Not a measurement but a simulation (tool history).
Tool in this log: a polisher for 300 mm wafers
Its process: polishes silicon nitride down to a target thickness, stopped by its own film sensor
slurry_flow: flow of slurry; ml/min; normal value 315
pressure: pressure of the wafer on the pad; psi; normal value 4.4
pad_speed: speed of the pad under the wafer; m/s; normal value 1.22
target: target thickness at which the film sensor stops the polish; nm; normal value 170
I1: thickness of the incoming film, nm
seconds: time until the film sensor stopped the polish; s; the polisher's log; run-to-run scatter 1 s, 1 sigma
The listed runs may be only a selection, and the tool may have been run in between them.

{"run": 1, "hour": 0.0, "slurry_flow": 315, "pressure": 4.4, "pad_speed": 1.22, "target": 170, "I1": 373.5, "seconds": 93.2}
{"run": 2, "hour": 25.5, "slurry_flow": 315, "pressure": 4.4, "pad_speed": 1.22, "target": 170, "I1": 369.9, "seconds": 92.7}
{"run": 3, "hour": 39.3, "slurry_flow": 315, "pressure": 4.4, "pad_speed": 1.22, "target": 170, "I1": 365.5, "seconds": 93.3}
{"run": 4, "hour": 54.3, "slurry_flow": 315, "pressure": 4.4, "pad_speed": 1.22, "target": 170, "I1": 367.5, "seconds": 95.4}
{"run": 5, "hour": 71.2, "slurry_flow": 315, "pressure": 4.4, "pad_speed": 1.22, "target": 170, "I1": 368.2, "seconds": 96.3}
{"hour": 83.9, "done": "worn pad replaced by a new one"}
{"run": 6, "hour": 84.4, "slurry_flow": 315, "pressure": 4.4, "pad_speed": 1.22, "target": 170, "I1": 369.5, "seconds": 87.2}
{"run": 7, "hour": 120.9, "slurry_flow": 315, "pressure": 4.4, "pad_speed": 1.22, "target": 170, "I1": 372.5, "seconds": 93}
{"run": 8, "hour": 128.4, "slurry_flow": 315, "pressure": 4.4, "pad_speed": 1.22, "target": 170, "I1": 367, "seconds": 93.1}
{"run": 9, "hour": 135.4, "slurry_flow": 315, "pressure": 4.7, "pad_speed": 1.22, "target": 170, "I1": 367.8, "seconds": 87.5}
{"run": 10, "hour": 145.5, "slurry_flow": 315, "pressure": 4.4, "pad_speed": 1.46, "target": 170, "I1": 364.5, "seconds": 81.2}

Forecast run 11:
{"run": 11, "hour": 162.9, "slurry_flow": 315, "pressure": 4.4, "pad_speed": 1.22, "target": 170, "I1": 365.4, "seconds": "?"}

seconds: 95.9 s
Without the tool's hidden state the same run would have given seconds 86.9 s.
